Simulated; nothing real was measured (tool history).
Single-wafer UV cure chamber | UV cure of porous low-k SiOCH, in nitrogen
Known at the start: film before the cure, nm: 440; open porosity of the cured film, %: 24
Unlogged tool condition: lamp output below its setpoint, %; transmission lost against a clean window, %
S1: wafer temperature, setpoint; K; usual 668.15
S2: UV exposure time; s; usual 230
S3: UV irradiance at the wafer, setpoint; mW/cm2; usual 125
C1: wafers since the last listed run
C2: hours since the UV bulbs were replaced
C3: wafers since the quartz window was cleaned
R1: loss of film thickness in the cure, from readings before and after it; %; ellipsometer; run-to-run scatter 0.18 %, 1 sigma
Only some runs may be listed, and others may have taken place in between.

{"run": 1, "day": 0.0, "S1": 679.15, "S2": 230, "S3": 147, "C1": 0, "C2": 1470.4, "C3": 2376, "R1": 12.685}
{"run": 2, "day": 2.104, "S1": 679.15, "S2": 230, "S3": 147, "C1": 433, "C2": 1520.9, "C3": 2809, "R1": 12.86}
{"run": 3, "day": 5.638, "S1": 679.15, "S2": 230, "S3": 147, "C1": 728, "C2": 1605.7, "C3": 3538, "R1": 12.913}
{"day": 6.054, "done": "quartz window cleaned"}
{"run": 4, "day": 7.229, "S1": 657.15, "S2": 330, "S3": 125, "C1": 259, "C2": 1643.9, "C3": 242, "R1": 13.965}
{"run": 5, "day": 11.192, "S1": 668.15, "S2": 230, "S3": 125, "C1": 816, "C2": 1739, "C3": 1059, "R1": 11.882}
{"run": 6, "day": 16.592, "S1": 668.15, "S2": 230, "S3": 125, "C1": 1113, "C2": 1868.6, "C3": 2172, "R1": 11.665}
{"run": 7, "day": 19.479, "S1": 668.15, "S2": 230, "S3": 125, "C1": 595, "C2": 1937.9, "C3": 2767, "R1": 11.77}
{"day": 22.162, "done": "quartz window cleaned"}
{"run": 8, "day": 23.333, "S1": 668.15, "S2": 230, "S3": 125, "C1": 725, "C2": 2030.4, "C3": 241, "R1": 11.724}
{"day": 32.558, "done": "UV bulbs replaced"}
{"run": 9, "day": 34.733, "S1": 668.15, "S2": 230, "S3": 125, "C1": 2281, "C2": 52.2, "C3": 2522, "R1": 12.086}
{"run": 10, "day": 38.742, "S1": 684.15, "S2": 230, "S3": 125, "C1": 826, "C2": 148.4, "C3": 3348, "R1": 12.655}
{"day": 40.854, "done": "quartz window cleaned"}
{"run": 11, "day": 41.038, "S1": 668.15, "S2": 230, "S3": 125, "C1": 404, "C2": 203.5, "C3": 37, "R1": 12.63}
{"run": 12, "day": 43.233, "S1": 668.15, "S2": 350, "S3": 125, "C1": 452, "C2": 256.2, "C3": 489, "R1": 14.977}
{"run": 13, "day": 45.988, "S1": 668.15, "S2": 135, "S3": 100, "C1": 567, "C2": 322.3, "C3": 1057, "R1": 8.809}
{"run": 14, "day": 48.462, "S1": 654.15, "S2": 230, "S3": 145, "C1": 510, "C2": 381.7, "C3": 1567, "R1": 12.681}
{"run": 15, "day": 52.721, "S1": 668.15, "S2": 185, "S3": 125, "C1": 877, "C2": 483.9, "C3": 2445, "R1": 11.201}
{"run": 16, "day": 54.821, "S1": 686.15, "S2": 120, "S3": 125, "C1": 432, "C2": 534.3, "C3": 2878, "R1": 9.785}
{"run": 17, "day": 57.879, "S1": 673.15, "S2": 165, "S3": 102, "C1": 630, "C2": 607.7, "C3": 3508, "R1": 9.828}
{"run": 18, "day": 61.104, "S1": 668.15, "S2": 230, "S3": 156, "C1": 664, "C2": 685.1, "C3": 4173, "R1": 13.208}

What differs in the tool's unlogged condition from the final listed run ahead of each entry between runs to the first listed run following it?
From run 3 to run 4: quartz window cleaned (day 6.054)
  lamp output below its setpoint, %: 14.2 -> 14.8; transmission lost against a clean window, %: 17.9 -> 3.56
  measured value less the no-hidden-state value, R1: -1.772 -> -0.989 %
From run 7 to run 8: quartz window cleaned (day 22.162)
  lamp output below its setpoint, %: 20.2 -> 22.1; transmission lost against a clean window, %: 15.4 -> 4.73
  measured value less the no-hidden-state value, R1: -1.954 -> -1.428 %
From run 8 to run 9: UV bulbs replaced (day 32.558)
  lamp output below its setpoint, %: 22.1 -> 4.79; transmission lost against a clean window, %: 4.73 -> 16.3
  measured value less the no-hidden-state value, R1: -1.428 -> -1.092 %
From run 10 to run 11: quartz window cleaned (day 40.854)
  lamp output below its setpoint, %: 4.88 -> 4.98; transmission lost against a clean window, %: 17.3 -> 1.34
  measured value less the no-hidden-state value, R1: -1.197 -> -0.309 %

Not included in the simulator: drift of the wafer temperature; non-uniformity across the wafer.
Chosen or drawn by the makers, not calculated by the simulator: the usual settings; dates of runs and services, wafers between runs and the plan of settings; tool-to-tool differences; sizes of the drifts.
